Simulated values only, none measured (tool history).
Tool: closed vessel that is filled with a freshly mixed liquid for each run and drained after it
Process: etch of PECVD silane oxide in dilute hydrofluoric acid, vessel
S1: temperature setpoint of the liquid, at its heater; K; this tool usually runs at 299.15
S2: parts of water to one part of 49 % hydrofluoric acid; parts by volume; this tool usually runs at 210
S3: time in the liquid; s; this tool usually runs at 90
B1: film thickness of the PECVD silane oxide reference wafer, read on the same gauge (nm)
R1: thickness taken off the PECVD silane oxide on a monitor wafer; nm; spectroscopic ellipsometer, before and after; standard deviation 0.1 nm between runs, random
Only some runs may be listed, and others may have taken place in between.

Run 1, hour 0.0: usual settings; B1 120.01. Result: R1 18.75 nm.
At hour 38.1: thermometer replaced.
Run 2, hour 39.9: usual settings; B1 120.02. Result: R1 18.84 nm.
At hour 49.6: hydrofluoric acid flow meter replaced.
Run 3, hour 100.3: usual settings; B1 120.01. Result: R1 19.59 nm.
Run 4, hour 161.4: usual settings; B1 120.00. Result: R1 19.56 nm.
Run 5, hour 199.5: usual settings but S1 297.15 K; B1 120.01. Result: R1 18.23 nm.
Run 6, hour 248.6: usual settings but S1 297.15 K; B1 120.00. Result: R1 18.11 nm.
Run 7, hour 295.9: usual settings but S2 270 parts by volume; B1 120.00. Result: R1 14.06 nm.
Run 8, hour 451.6: usual settings; B1 120.02. Result: R1 19.16 nm.
Run 9, hour 488.6: usual settings; B1 120.01. Result: R1 18.93 nm.
Run 10, hour 532.1: usual settings but S2 140 parts by volume; B1 120.00. Result: R1 31.25 nm.
Run 11, hour 572.7: usual settings; B1 120.00. Result: R1 18.92 nm.
Run 12, hour 612.9: usual settings but S2 295 parts by volume, S3 120 s; B1 120.00. Result: R1 16.33 nm.
Run 13, hour 662.2: usual settings; B1 119.99. Result: R1 18.80 nm.
At hour 703.9: hydrofluoric acid flow meter replaced.
Run 14, hour 712.1: usual settings; B1 120.03. Result: R1 19.52 nm.
Run 15, hour 775.9: usual settings; B1 119.97. Result: R1 19.35 nm.
Run 16, hour 828.9: usual settings but S1 302.15 K, S2 150 parts by volume, S3 135 s; B1 120.00. Result: R1 48.83 nm.
Run 17, hour 882.7: usual settings but S1 297.15 K, S3 60 s; B1 119.99. Result: R1 12.16 nm.
Run 18, hour 911.4: usual settings but S2 160 parts by volume, S3 115 s; B1 119.97. Result: R1 34.62 nm.

The next listed run, before its measurement:
Run 19, hour 958.0: usual settings; B1 ?. Result: R1 ?.

{"run 19": {"B1": 119.97, "R1": 19.49}}
The same run, on a tool lacking any hidden state, would have yielded R1 19.82 nm.
